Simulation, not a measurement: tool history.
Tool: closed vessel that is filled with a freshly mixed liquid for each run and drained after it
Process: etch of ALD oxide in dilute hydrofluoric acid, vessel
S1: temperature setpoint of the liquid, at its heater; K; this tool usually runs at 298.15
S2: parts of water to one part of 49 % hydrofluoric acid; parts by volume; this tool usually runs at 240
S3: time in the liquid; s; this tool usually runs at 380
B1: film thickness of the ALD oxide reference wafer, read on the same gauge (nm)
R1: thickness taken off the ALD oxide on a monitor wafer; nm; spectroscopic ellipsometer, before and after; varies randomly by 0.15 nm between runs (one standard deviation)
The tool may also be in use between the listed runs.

{"run": 1, "day": 0.0, "S1": 301.15, "S2": 240, "S3": 530, "B1": 39.99, "R1": 48.52}
{"run": 2, "day": 0.654, "S1": 298.15, "S2": 240, "S3": 380, "B1": 39.98, "R1": 31.24}
{"run": 3, "day": 1.304, "S1": 298.15, "S2": 240, "S3": 380, "B1": 40, "R1": 31.34}
{"run": 4, "day": 1.75, "S1": 298.15, "S2": 320, "S3": 380, "B1": 39.99, "R1": 21.75}
{"run": 5, "day": 2.479, "S1": 298.15, "S2": 320, "S3": 380, "B1": 39.97, "R1": 21.82}
{"run": 6, "day": 3.171, "S1": 298.15, "S2": 240, "S3": 380, "B1": 40.01, "R1": 31.44}
{"run": 7, "day": 3.642, "S1": 298.15, "S2": 240, "S3": 380, "B1": 39.98, "R1": 31.68}
{"run": 8, "day": 3.921, "S1": 298.15, "S2": 240, "S3": 380, "B1": 39.97, "R1": 31.35}
{"run": 9, "day": 4.192, "S1": 300.65, "S2": 240, "S3": 330, "B1": 39.96, "R1": 29.75}
{"run": 10, "day": 4.888, "S1": 298.15, "S2": 240, "S3": 235, "B1": 39.98, "R1": 19.51}
{"run": 11, "day": 5.583, "S1": 298.15, "S2": 240, "S3": 235, "B1": 40.01, "R1": 19.45}
{"run": 12, "day": 6.246, "S1": 298.15, "S2": 240, "S3": 380, "B1": 40, "R1": 31.49}
{"run": 13, "day": 6.858, "S1": 298.15, "S2": 240, "S3": 380, "B1": 40.01, "R1": 31.5}
{"run": 14, "day": 7.35, "S1": 296.15, "S2": 240, "S3": 380, "B1": 40.03, "R1": 29.37}
{"day": 7.883, "done": "hydrofluoric acid flow meter replaced"}
{"run": 15, "day": 7.904, "S1": 296.15, "S2": 240, "S3": 380, "B1": 40.01, "R1": 29.41}
{"day": 8.083, "done": "gauge calibrated"}
{"run": 16, "day": 8.55, "S1": 298.15, "S2": 240, "S3": 380, "B1": 39.98, "R1": 31.48}
{"run": 17, "day": 9.058, "S1": 295.15, "S2": 240, "S3": 505, "B1": 40.04, "R1": 37.46}
{"day": 9.592, "done": "thermometer replaced"}
{"run": 18, "day": 9.667, "S1": 298.15, "S2": 355, "S3": 380, "B1": 40.02, "R1": 18.92}
{"run": 19, "day": 10.242, "S1": 295.15, "S2": 240, "S3": 380, "B1": 39.98, "R1": 28.07}
{"run": 20, "day": 10.642, "S1": 298.15, "S2": 295, "S3": 520, "B1": 39.96, "R1": 32.94}
{"run": 21, "day": 11.088, "S1": 298.15, "S2": 240, "S3": 380, "B1": 40.04, "R1": 31.55}
{"run": 22, "day": 11.408, "S1": 301.65, "S2": 190, "S3": 280, "B1": 39.99, "R1": 35.21}
{"run": 23, "day": 11.704, "S1": 298.15, "S2": 315, "S3": 380, "B1": 39.98, "R1": 22.27}
{"run": 24, "day": 12.025, "S1": 296.15, "S2": 160, "S3": 380, "B1": 40, "R1": 47.62}
{"run": 25, "day": 12.317, "S1": 294.65, "S2": 240, "S3": 175, "B1": 39.94, "R1": 12.81}
{"run": 26, "day": 12.812, "S1": 295.65, "S2": 310, "S3": 225, "B1": 40.02, "R1": 12.33}
{"run": 27, "day": 13.458, "S1": 296.15, "S2": 120, "S3": 450, "B1": 40.06, "R1": 78.35}
{"run": 28, "day": 14.125, "S1": 299.65, "S2": 240, "S3": 315, "B1": 39.98, "R1": 27.69}
{"run": 29, "day": 14.8, "S1": 294.65, "S2": 155, "S3": 165, "B1": 39.96, "R1": 20.37}
{"run": 30, "day": 15.508, "S1": 298.15, "S2": 185, "S3": 380, "B1": 39.95, "R1": 43.17}
{"run": 31, "day": 16.179, "S1": 298.15, "S2": 240, "S3": 380, "B1": 39.98, "R1": 31.55}
{"run": 32, "day": 16.779, "S1": 298.15, "S2": 240, "S3": 380, "B1": 40, "R1": 31.17}
{"run": 33, "day": 17.408, "S1": 302.15, "S2": 240, "S3": 470, "B1": 40, "R1": 44.55}
{"run": 34, "day": 18.088, "S1": 298.15, "S2": 240, "S3": 160, "B1": 39.96, "R1": 13.24}

Alternative continuations, all from the tool just after run 34; predict every row:
{"run": "A", "day": 18.121, "S1": 298.15, "S2": 240, "S3": 200, "B1": "?", "R1": "?"}
{"run": "B", "day": 18.121, "S1": 298.15, "S2": 290, "S3": 380, "B1": "?", "R1": "?"}
{"run": "C", "day": 18.121, "S1": 298.15, "S2": 130, "S3": 380, "B1": "?", "R1": "?"}
{"run": "D", "day": 18.121, "S1": 299.65, "S2": 320, "S3": 550, "B1": "?", "R1": "?"}

run=A B1=40.06 R1=16.39
run=B B1=40.06 R1=24.48
run=C B1=40.06 R1=65.05
run=D B1=40.06 R1=32.79
With no hidden state in the tool, these same runs would have given:
run=A R1=16.39
run=B R1=24.48
run=C R1=65.05
run=D R1=32.79
